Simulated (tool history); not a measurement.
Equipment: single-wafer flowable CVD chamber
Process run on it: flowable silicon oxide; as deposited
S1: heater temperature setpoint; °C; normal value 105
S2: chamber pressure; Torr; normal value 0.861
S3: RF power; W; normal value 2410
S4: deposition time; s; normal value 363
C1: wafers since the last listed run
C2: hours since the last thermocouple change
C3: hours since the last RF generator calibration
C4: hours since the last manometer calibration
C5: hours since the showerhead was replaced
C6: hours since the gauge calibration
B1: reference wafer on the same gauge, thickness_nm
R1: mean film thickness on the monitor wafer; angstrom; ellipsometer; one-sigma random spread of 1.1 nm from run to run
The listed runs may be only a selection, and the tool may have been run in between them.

run,hour,S1,S2,S3,S4,C1,C2,C3,C4,C5,C6,B1,R1
1,0,105,0.861,2410,363,0,711.1,678.2,2229.8,1718.9,730.8,252.12,2557.91
2,89.2,105,0.861,2410,363,326,800.3,767.4,2319,1808.1,820,251.81,2567.71
3,173.2,105,0.861,2410,363,307,884.3,851.4,2403,1892.1,904,252.031,2557.77
4,213,105,0.861,2410,363,145,924.1,891.2,2442.8,1931.9,943.8,252.318,2567.75
5,257.9,105,0.801,2410,309,164,969,936.1,2487.7,1976.8,988.7,252.349,2024.57
6,336.8,105,0.801,2410,309,288,1047.9,1015,2566.6,2055.7,1067.6,252.399,2060.06
# hour 363.9: thermocouple changed; heater temperature recalibrated
# hour 472.5: RF generator calibrated
# hour 557.2: gauge calibrated
# hour 571.3: capacitance manometer re-zeroed and calibrated
7,589.2,105,0.964,2410,419,835,225.3,116.7,17.9,2308.1,32,247.521,3243.91
8,676,97,0.861,2835,340,317,312.1,203.5,104.7,2394.9,118.8,248.413,3101.24
9,746.4,99,1.055,1940,363,257,382.5,273.9,175.1,2465.3,189.2,249.245,3391.68
10,839.8,113,0.861,2410,400,341,475.9,367.3,268.5,2558.7,282.6,249.677,2240.81
# hour 872.6: showerhead replaced
11,941.5,105,0.861,2410,363,342,577.6,469,370.2,68.9,384.3,249.976,2542.47
12,1036.9,90,1.071,1950,363,349,673,564.4,465.6,164.3,479.7,250.412,4507.87
13,1076.2,105,0.861,2765,363,143,712.3,603.7,504.9,203.6,519,250.72,2618.99
14,1117.4,105,0.861,2410,363,150,753.5,644.9,546.1,244.8,560.2,250.533,2532.47
15,1181.6,94,0.861,2410,313,234,817.7,709.1,610.3,309,624.4,250.661,3043.64

Each row is a separate what-if for the run after 15, all from the same tool condition, not one after another. Results?
A,1182.1,105,0.861,2410,363,1,818.2,709.6,610.8,309.5,624.9,?,?
B,1182.1,117,0.654,2695,300,1,818.2,709.6,610.8,309.5,624.9,?,?
C,1182.1,113,1.072,2410,363,1,818.2,709.6,610.8,309.5,624.9,?,?
D,1182.1,105,0.753,2410,363,1,818.2,709.6,610.8,309.5,624.9,?,?
E,1182.1,105,0.772,2410,363,1,818.2,709.6,610.8,309.5,624.9,?,?

run,B1,R1
A,251.192,2569.21
B,251.192,1174.98
C,251.192,2537.23
D,251.192,2246.93
E,251.192,2304.11
Without the tool's hidden state the same runs would have given:
run,R1
A,2540.5
B,1161.84
C,2508.88
D,2221.82
E,2278.36
